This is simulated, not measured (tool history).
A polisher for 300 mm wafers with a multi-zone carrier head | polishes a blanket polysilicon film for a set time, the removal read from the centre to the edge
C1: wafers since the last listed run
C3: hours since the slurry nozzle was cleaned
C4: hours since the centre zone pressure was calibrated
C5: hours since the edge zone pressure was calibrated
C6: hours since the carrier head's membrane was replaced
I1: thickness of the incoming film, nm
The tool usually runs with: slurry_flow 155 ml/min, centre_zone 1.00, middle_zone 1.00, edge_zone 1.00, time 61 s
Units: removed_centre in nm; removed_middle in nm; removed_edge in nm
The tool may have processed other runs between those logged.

Run 1, day 0.000: usual settings but middle_zone 1.04; C1 0; wafers polished on this pad 1884; C3 184.5; C4 332.3; C5 120.1; C6 406.0; I1 1037.9. Result: removed_centre 331.8 nm, removed_middle 363.3 nm, removed_edge 352.6 nm.
Run 2, day 3.321: usual settings but middle_zone 1.04; C1 890; wafers polished on this pad 2774; C3 264.2; C4 412.0; C5 199.8; C6 485.7; I1 1026.2. Result: removed_centre 317.7 nm, removed_middle 358.4 nm, removed_edge 356.5 nm.
Run 3, day 5.458: usual settings but middle_zone 1.04; C1 572; wafers polished on this pad 3347; C3 315.5; C4 463.3; C5 251.1; C6 537.0; I1 1029.3. Result: removed_centre 323.2 nm, removed_middle 368.4 nm, removed_edge 353.1 nm.
At day 7.754: centre zone pressure recalibrated.
At day 8.546: worn pad replaced by a new one.
At day 9.317: slurry nozzle cleaned.
Run 4, day 9.638: usual settings; C1 1042; wafers polished on this pad 281; C3 7.7; C4 45.2; C5 351.4; C6 637.3; I1 1006.0. Result: removed_centre 306.8 nm, removed_middle 360.7 nm, removed_edge 349.4 nm.
Run 5, day 13.292: usual settings but edge_zone 1.04; C1 979; wafers polished on this pad 1261; C3 95.4; C4 132.9; C5 439.1; C6 725.0; I1 1017.2. Result: removed_centre 290.2 nm, removed_middle 347.5 nm, removed_edge 353.3 nm.
Run 6, day 15.583: usual settings but edge_zone 1.04; C1 614; wafers polished on this pad 1875; C3 150.4; C4 187.9; C5 494.1; C6 780.0; I1 1018.6. Result: removed_centre 294.7 nm, removed_middle 346.3 nm, removed_edge 358.3 nm.
Run 7, day 19.925: usual settings but edge_zone 1.04; C1 1163; wafers polished on this pad 3039; C3 254.6; C4 292.1; C5 598.3; C6 884.2; I1 1018.2. Result: removed_centre 287.1 nm, removed_middle 362.1 nm, removed_edge 355.1 nm.
Run 8, day 22.967: usual settings but slurry_flow 130 ml/min; C1 815; wafers polished on this pad 3854; C3 327.6; C4 365.1; C5 671.3; C6 957.2; I1 1013.6. Result: removed_centre 276.4 nm, removed_middle 341.0 nm, removed_edge 344.6 nm.
At day 24.371: centre zone pressure recalibrated, repeated, since the last time left the tool worse.
Run 9, day 24.588: usual settings but slurry_flow 120 ml/min, centre_zone 1.12, edge_zone 1.04, time 51 s; C1 412; wafers polished on this pad 4266; C3 366.5; C4 5.2; C5 710.2; C6 996.1; I1 1027.8. Result: removed_centre 299.6 nm, removed_middle 277.9 nm, removed_edge 287.6 nm.
At day 25.708: slurry nozzle cleaned.
Run 10, day 26.221: usual settings but slurry_flow 115 ml/min, centre_zone 1.03, middle_zone 1.05, edge_zone 0.89; C1 426; wafers polished on this pad 4693; C3 12.3; C4 44.4; C5 749.4; C6 1035.3; I1 1026.7. Result: removed_centre 313.7 nm, removed_middle 343.9 nm, removed_edge 316.1 nm.
At day 26.525: worn pad replaced by a new one.
At day 28.604: edge zone pressure recalibrated.
Run 11, day 29.512: usual settings but centre_zone 0.95, middle_zone 1.04, edge_zone 0.94, time 71 s; C1 815; wafers polished on this pad 778; C3 91.3; C4 123.4; C5 21.8; C6 1114.3; I1 1026.0. Result: removed_centre 370.7 nm, removed_middle 418.0 nm, removed_edge 398.8 nm.
Run 12, day 31.192: usual settings but slurry_flow 115 ml/min, edge_zone 0.96; C1 450; wafers polished on this pad 1228; C3 131.6; C4 163.7; C5 62.1; C6 1154.6; I1 1018.0. Result: removed_centre 298.1 nm, removed_middle 331.0 nm, removed_edge 326.4 nm.
Run 13, day 34.350: usual settings but centre_zone 0.96; C1 846; wafers polished on this pad 2075; C3 207.4; C4 239.5; C5 137.9; C6 1230.4; I1 1005.8. Result: removed_centre 316.9 nm, removed_middle 351.3 nm, removed_edge 351.4 nm.
At day 34.667: carrier head's membrane replaced by a new one.
At day 44.388: slurry nozzle cleaned.
At day 44.442: worn pad replaced by a new one.
At day 45.804: centre zone pressure recalibrated.
Run 14, day 45.888: usual settings but middle_zone 1.04; C1 2988; wafers polished on this pad 365; C3 36.0; C4 2.0; C5 414.8; C6 269.3; I1 1042.0. Result: removed_centre 338.7 nm, removed_middle 359.0 nm, removed_edge 353.4 nm.
Run 15, day 48.683: usual settings but middle_zone 1.04; C1 749; wafers polished on this pad 1115; C3 103.1; C4 69.1; C5 481.9; C6 336.4; I1 1013.7. Result: removed_centre 334.9 nm, removed_middle 364.3 nm, removed_edge 355.8 nm.
Run 16, day 51.867: usual settings but slurry_flow 135 ml/min, centre_zone 1.07; C1 853; wafers polished on this pad 1968; C3 179.5; C4 145.5; C5 558.3; C6 412.8; I1 1009.8. Result: removed_centre 329.1 nm, removed_middle 332.8 nm, removed_edge 345.5 nm.
Run 17, day 54.546: usual settings but slurry_flow 105 ml/min, edge_zone 0.91; C1 718; wafers polished on this pad 2686; C3 243.8; C4 209.8; C5 622.6; C6 477.1; I1 1019.8. Result: removed_centre 282.8 nm, removed_middle 319.9 nm, removed_edge 315.6 nm.
Run 18, day 57.379: usual settings but middle_zone 1.06, edge_zone 0.96; C1 759; wafers polished on this pad 3446; C3 311.8; C4 277.8; C5 690.6; C6 545.1; I1 1022.8. Result: removed_centre 317.4 nm, removed_middle 366.0 nm, removed_edge 339.9 nm.
Run 19, day 59.925: usual settings; C1 682; wafers polished on this pad 4128; C3 372.9; C4 338.9; C5 751.7; C6 606.2; I1 1015.8. Result: removed_centre 327.8 nm, removed_middle 351.7 nm, removed_edge 350.7 nm.
At day 60.717: edge zone pressure recalibrated.
At day 61.762: worn pad replaced by a new one.
Run 20, day 64.142: usual settings but slurry_flow 200 ml/min, centre_zone 1.07, time 46 s; C1 1063; wafers polished on this pad 637; C3 474.1; C4 440.1; C5 82.2; C6 707.4; I1 1017.6. Result: removed_centre 274.4 nm, removed_middle 274.0 nm, removed_edge 268.6 nm.
At day 64.958: slurry nozzle cleaned.
At day 65.217: centre zone pressure recalibrated.
Run 21, day 65.871: usual settings but middle_zone 1.06, edge_zone 0.95; C1 430; wafers polished on this pad 1067; C3 21.9; C4 15.7; C5 123.7; C6 748.9; I1 1037.4. Result: removed_centre 334.8 nm, removed_middle 364.8 nm, removed_edge 343.2 nm.

5 options for the next run, each taken on its own from the tool as it stands now. Forecast them:
Run A, day 65.888: usual settings; C1 4; wafers polished on this pad 1072; C3 22.3; C4 16.1; C5 124.1; C6 749.3; I1 1038.5. Result: removed_centre ?, removed_middle ?, removed_edge ?.
Run B, day 65.888: usual settings but centre_zone 0.91, edge_zone 0.93, time 72 s; C1 4; wafers polished on this pad 1072; C3 22.3; C4 16.1; C5 124.1; C6 749.3; I1 1038.5. Result: removed_centre ?, removed_middle ?, removed_edge ?.
Run C, day 65.888: usual settings but centre_zone 0.92, middle_zone 1.07; C1 4; wafers polished on this pad 1072; C3 22.3; C4 16.1; C5 124.1; C6 749.3; I1 1038.5. Result: removed_centre ?, removed_middle ?, removed_edge ?.
Run D, day 65.888: usual settings but slurry_flow 120 ml/min, edge_zone 0.93; C1 4; wafers polished on this pad 1072; C3 22.3; C4 16.1; C5 124.1; C6 749.3; I1 1038.5. Result: removed_centre ?, removed_middle ?, removed_edge ?.
Run E, day 65.888: usual settings but slurry_flow 120 ml/min, centre_zone 0.95; C1 4; wafers polished on this pad 1072; C3 22.3; C4 16.1; C5 124.1; C6 749.3; I1 1038.5. Result: removed_centre ?, removed_middle ?, removed_edge ?.

run  removed_centre  removed_middle  removed_edge
  A           338.1           353.6         346.1
  B           362.8           417.6         394.7
  C           310.9           374.7         345.8
  D           315.5           332.7         320.2
  E           299.6           332.7         331.4
What these runs would have given with no unlogged condition in the tool:
run  removed_centre  removed_middle  removed_edge
  A           344.7           353.6         346.1
  B           369.9           417.6         394.7
  C           317.0           374.6         345.8
  D           321.7           332.6         320.2
  E           305.5           332.7         331.4

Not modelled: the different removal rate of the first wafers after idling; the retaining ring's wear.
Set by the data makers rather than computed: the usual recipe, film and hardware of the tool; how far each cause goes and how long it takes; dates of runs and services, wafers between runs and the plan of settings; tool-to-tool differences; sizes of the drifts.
